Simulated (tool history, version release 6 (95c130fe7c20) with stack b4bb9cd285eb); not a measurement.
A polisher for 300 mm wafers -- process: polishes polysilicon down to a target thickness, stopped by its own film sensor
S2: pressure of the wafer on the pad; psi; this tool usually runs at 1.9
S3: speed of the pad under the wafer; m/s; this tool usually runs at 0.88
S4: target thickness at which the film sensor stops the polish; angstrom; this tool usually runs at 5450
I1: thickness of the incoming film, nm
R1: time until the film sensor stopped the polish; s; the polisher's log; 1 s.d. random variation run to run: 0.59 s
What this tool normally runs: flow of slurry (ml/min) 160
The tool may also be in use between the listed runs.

run 1 day=0.000 | flow_of_slurry_(ml/min)=160 S2=1.9 S3=0.88 S4=5450 | I1=885.3 | R1=70.2
run 2 day=0.796 | flow_of_slurry_(ml/min)=200 S2=1.9 S3=0.88 S4=4700 | I1=881.4 | R1=80.7
run 3 day=1.579 | flow_of_slurry_(ml/min)=200 S2=1.9 S3=0.88 S4=4700 | I1=864.2 | R1=76.6
-- day=3.017 worn pad replaced by a new one
run 4 day=3.071 | flow_of_slurry_(ml/min)=160 S2=1.9 S3=0.88 S4=5450 | I1=879.3 | R1=68.2
run 5 day=3.633 | flow_of_slurry_(ml/min)=160 S2=1.9 S3=0.88 S4=5450 | I1=892.7 | R1=71.1
run 6 day=4.779 | flow_of_slurry_(ml/min)=160 S2=1.9 S3=0.88 S4=5450 | I1=873.3 | R1=66.2
-- day=6.067 head pressure recalibrated
run 7 day=7.650 | flow_of_slurry_(ml/min)=160 S2=1.9 S3=0.88 S4=5450 | I1=884.8 | R1=69.5
-- day=9.146 worn pad replaced by a new one
run 8 day=9.167 | flow_of_slurry_(ml/min)=160 S2=1.9 S3=0.88 S4=5450 | I1=876.8 | R1=67.7
run 9 day=10.262 | flow_of_slurry_(ml/min)=210 S2=1.9 S3=1.04 S4=5450 | I1=888.1 | R1=60.4
run 10 day=11.325 | flow_of_slurry_(ml/min)=160 S2=1.9 S3=0.88 S4=5450 | I1=878.6 | R1=68.8
-- day=11.829 slurry nozzle cleaned
run 11 day=12.821 | flow_of_slurry_(ml/min)=135 S2=1.9 S3=0.88 S4=4300 | I1=870.4 | R1=94.3
run 12 day=13.650 | flow_of_slurry_(ml/min)=115 S2=1.9 S3=0.88 S4=5450 | I1=887.2 | R1=74.1
-- day=14.225 worn pad replaced by a new one
run 13 day=14.433 | flow_of_slurry_(ml/min)=135 S2=1.9 S3=0.88 S4=4300 | I1=884.2 | R1=94.2
run 14 day=15.454 | flow_of_slurry_(ml/min)=215 S2=1.9 S3=0.88 S4=4750 | I1=876.4 | R1=78.2

Predict each of these 4 candidate next runs independently; none follows another, all start after run 14:
run A day=15.471 | flow_of_slurry_(ml/min)=160 S2=1.7 S3=0.88 S4=5450 | I1=882.9 | R1=?
run B day=15.471 | flow_of_slurry_(ml/min)=160 S2=1.9 S3=1.02 S4=5450 | I1=882.9 | R1=?
run C day=15.471 | flow_of_slurry_(ml/min)=160 S2=1.5 S3=1.02 S4=6110 | I1=882.9 | R1=?
run D day=15.471 | flow_of_slurry_(ml/min)=145 S2=2.3 S3=1.04 S4=4540 | I1=882.9 | R1=?

run=A R1=76.6
run=B R1=62.6
run=C R1=63.8
run=D R1=66.0
With no hidden state in the tool, these same runs would have given:
run=A R1=76.6
run=B R1=62.6
run=C R1=63.8
run=D R1=66.0
